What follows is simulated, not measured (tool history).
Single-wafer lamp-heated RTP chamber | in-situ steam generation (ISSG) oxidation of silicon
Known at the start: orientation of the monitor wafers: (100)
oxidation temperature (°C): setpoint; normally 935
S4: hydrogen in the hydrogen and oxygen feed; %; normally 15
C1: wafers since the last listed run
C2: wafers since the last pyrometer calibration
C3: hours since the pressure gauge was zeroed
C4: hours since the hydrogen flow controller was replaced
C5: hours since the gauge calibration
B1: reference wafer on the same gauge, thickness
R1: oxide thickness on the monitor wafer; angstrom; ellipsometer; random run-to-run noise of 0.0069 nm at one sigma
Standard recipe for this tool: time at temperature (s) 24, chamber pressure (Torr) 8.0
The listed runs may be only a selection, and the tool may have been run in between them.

{"run": 1, "day": 0.0, "oxidation temperature (°C)": 935, "time at temperature (s)": 24, "chamber pressure (Torr)": 8.0, "S4": 15, "C1": 0, "C2": 768, "C3": 3357.5, "C4": 2681.2, "C5": 220.5, "B1": 5.421, "R1": 46.25}
{"run": 2, "day": 1.971, "oxidation temperature (°C)": 935, "time at temperature (s)": 24, "chamber pressure (Torr)": 8.0, "S4": 15, "C1": 381, "C2": 1149, "C3": 3404.8, "C4": 2728.5, "C5": 267.8, "B1": 5.425, "R1": 46.35}
{"run": 3, "day": 4.638, "oxidation temperature (°C)": 935, "time at temperature (s)": 24, "chamber pressure (Torr)": 8.0, "S4": 15, "C1": 515, "C2": 1665, "C3": 3468.8, "C4": 2792.5, "C5": 331.8, "B1": 5.42, "R1": 46.41}
{"day": 10.85, "done": "pyrometer window cleaned and pyrometer calibrated"}
{"run": 4, "day": 12.875, "oxidation temperature (°C)": 935, "time at temperature (s)": 18, "chamber pressure (Torr)": 8.0, "S4": 15, "C1": 1528, "C2": 391, "C3": 3666.5, "C4": 2990.2, "C5": 529.5, "B1": 5.422, "R1": 40.9}
{"run": 5, "day": 14.683, "oxidation temperature (°C)": 935, "time at temperature (s)": 18, "chamber pressure (Torr)": 8.0, "S4": 15, "C1": 349, "C2": 740, "C3": 3709.9, "C4": 3033.6, "C5": 572.9, "B1": 5.42, "R1": 41.17}
{"run": 6, "day": 17.054, "oxidation temperature (°C)": 935, "time at temperature (s)": 24, "chamber pressure (Torr)": 8.0, "S4": 15, "C1": 458, "C2": 1199, "C3": 3766.8, "C4": 3090.5, "C5": 629.8, "B1": 5.421, "R1": 46.45}
{"day": 17.7, "done": "pressure gauge zeroed"}
{"run": 7, "day": 19.258, "oxidation temperature (°C)": 935, "time at temperature (s)": 24, "chamber pressure (Torr)": 8.0, "S4": 15, "C1": 361, "C2": 1560, "C3": 37.4, "C4": 3143.4, "C5": 682.7, "B1": 5.418, "R1": 46.5}
{"run": 8, "day": 20.629, "oxidation temperature (°C)": 935, "time at temperature (s)": 24, "chamber pressure (Torr)": 8.0, "S4": 15, "C1": 265, "C2": 1825, "C3": 70.3, "C4": 3176.3, "C5": 715.6, "B1": 5.422, "R1": 46.59}
{"run": 9, "day": 22.396, "oxidation temperature (°C)": 935, "time at temperature (s)": 24, "chamber pressure (Torr)": 8.0, "S4": 15, "C1": 341, "C2": 2167, "C3": 112.7, "C4": 3218.7, "C5": 758.0, "B1": 5.419, "R1": 46.62}
{"run": 10, "day": 24.442, "oxidation temperature (°C)": 935, "time at temperature (s)": 24, "chamber pressure (Torr)": 8.0, "S4": 15, "C1": 395, "C2": 2562, "C3": 161.8, "C4": 3267.8, "C5": 807.1, "B1": 5.425, "R1": 46.67}
{"run": 11, "day": 26.592, "oxidation temperature (°C)": 935, "time at temperature (s)": 29, "chamber pressure (Torr)": 8.0, "S4": 15, "C1": 415, "C2": 2978, "C3": 213.4, "C4": 3319.4, "C5": 858.7, "B1": 5.42, "R1": 50.82}
{"day": 26.696, "done": "gauge calibrated"}
{"run": 12, "day": 28.896, "oxidation temperature (°C)": 935, "time at temperature (s)": 29, "chamber pressure (Torr)": 8.0, "S4": 15, "C1": 445, "C2": 3424, "C3": 268.7, "C4": 3374.7, "C5": 52.8, "B1": 5.422, "R1": 50.85}
{"day": 29.617, "done": "pyrometer window cleaned and pyrometer calibrated"}
{"run": 13, "day": 31.338, "oxidation temperature (°C)": 927, "time at temperature (s)": 21, "chamber pressure (Torr)": 8.5, "S4": 11, "C1": 407, "C2": 332, "C3": 327.3, "C4": 3433.3, "C5": 111.4, "B1": 5.423, "R1": 40.03}
{"run": 14, "day": 33.025, "oxidation temperature (°C)": 935, "time at temperature (s)": 24, "chamber pressure (Torr)": 8.0, "S4": 15, "C1": 326, "C2": 659, "C3": 367.8, "C4": 3473.8, "C5": 151.9, "B1": 5.418, "R1": 46.17}
{"run": 15, "day": 35.883, "oxidation temperature (°C)": 955, "time at temperature (s)": 15, "chamber pressure (Torr)": 8.0, "S4": 11, "C1": 552, "C2": 1211, "C3": 436.4, "C4": 3542.4, "C5": 220.5, "B1": 5.416, "R1": 37.83}
{"run": 16, "day": 38.738, "oxidation temperature (°C)": 935, "time at temperature (s)": 24, "chamber pressure (Torr)": 8.0, "S4": 25, "C1": 551, "C2": 1763, "C3": 504.9, "C4": 3610.9, "C5": 289.0, "B1": 5.418, "R1": 52.19}
{"run": 17, "day": 40.417, "oxidation temperature (°C)": 935, "time at temperature (s)": 20, "chamber pressure (Torr)": 6.9, "S4": 11, "C1": 324, "C2": 2088, "C3": 545.2, "C4": 3651.2, "C5": 329.3, "B1": 5.419, "R1": 40.05}
{"day": 42.575, "done": "hydrogen flow controller replaced"}
{"run": 18, "day": 42.596, "oxidation temperature (°C)": 935, "time at temperature (s)": 24, "chamber pressure (Torr)": 8.0, "S4": 15, "C1": 356, "C2": 2444, "C3": 597.5, "C4": 0.5, "C5": 381.6, "B1": 5.421, "R1": 46.71}
{"day": 43.762, "done": "pyrometer window cleaned and pyrometer calibrated"}
{"run": 19, "day": 43.958, "oxidation temperature (°C)": 920, "time at temperature (s)": 18, "chamber pressure (Torr)": 7.3, "S4": 23, "C1": 198, "C2": 38, "C3": 630.2, "C4": 33.2, "C5": 414.3, "B1": 5.421, "R1": 43.22}
{"run": 20, "day": 45.088, "oxidation temperature (°C)": 935, "time at temperature (s)": 15, "chamber pressure (Torr)": 8.0, "S4": 24, "C1": 218, "C2": 256, "C3": 657.3, "C4": 60.3, "C5": 441.4, "B1": 5.421, "R1": 42.74}
{"run": 21, "day": 50.7, "oxidation temperature (°C)": 935, "time at temperature (s)": 29, "chamber pressure (Torr)": 9.3, "S4": 15, "C1": 1085, "C2": 1341, "C3": 792.0, "C4": 195.0, "C5": 576.1, "B1": 5.423, "R1": 50.4}
{"run": 22, "day": 53.454, "oxidation temperature (°C)": 935, "time at temperature (s)": 24, "chamber pressure (Torr)": 8.0, "S4": 15, "C1": 532, "C2": 1874, "C3": 858.1, "C4": 261.1, "C5": 642.2, "B1": 5.426, "R1": 46.85}
{"run": 23, "day": 55.75, "oxidation temperature (°C)": 917, "time at temperature (s)": 24, "chamber pressure (Torr)": 9.0, "S4": 15, "C1": 443, "C2": 2318, "C3": 913.2, "C4": 316.2, "C5": 697.3, "B1": 5.421, "R1": 44.16}
{"day": 56.167, "done": "gauge calibrated"}
{"run": 24, "day": 57.8, "oxidation temperature (°C)": 935, "time at temperature (s)": 18, "chamber pressure (Torr)": 8.0, "S4": 18, "C1": 396, "C2": 2714, "C3": 962.4, "C4": 365.4, "C5": 39.2, "B1": 5.417, "R1": 43.28}

3 ways to go on from here, each from the tool as it stands after run 24. What would each give?
{"run": "A", "day": 57.817, "oxidation temperature (°C)": 935, "time at temperature (s)": 24, "chamber pressure (Torr)": 8.0, "S4": 20, "C1": 3, "C2": 2717, "C3": 962.8, "C4": 365.8, "C5": 39.6, "B1": "?", "R1": "?"}
{"run": "B", "day": 57.817, "oxidation temperature (°C)": 935, "time at temperature (s)": 24, "chamber pressure (Torr)": 7.4, "S4": 15, "C1": 3, "C2": 2717, "C3": 962.8, "C4": 365.8, "C5": 39.6, "B1": "?", "R1": "?"}
{"run": "C", "day": 57.817, "oxidation temperature (°C)": 935, "time at temperature (s)": 14, "chamber pressure (Torr)": 8.6, "S4": 24, "C1": 3, "C2": 2717, "C3": 962.8, "C4": 365.8, "C5": 39.6, "B1": "?", "R1": "?"}

run=A B1=5.422 R1=49.87
run=B B1=5.422 R1=46.77
run=C B1=5.422 R1=42.01
With the hidden condition removed and each run's random variation left untouched, the same runs would have given:
run=A R1=48.68
run=B R1=45.67
run=C R1=41.20
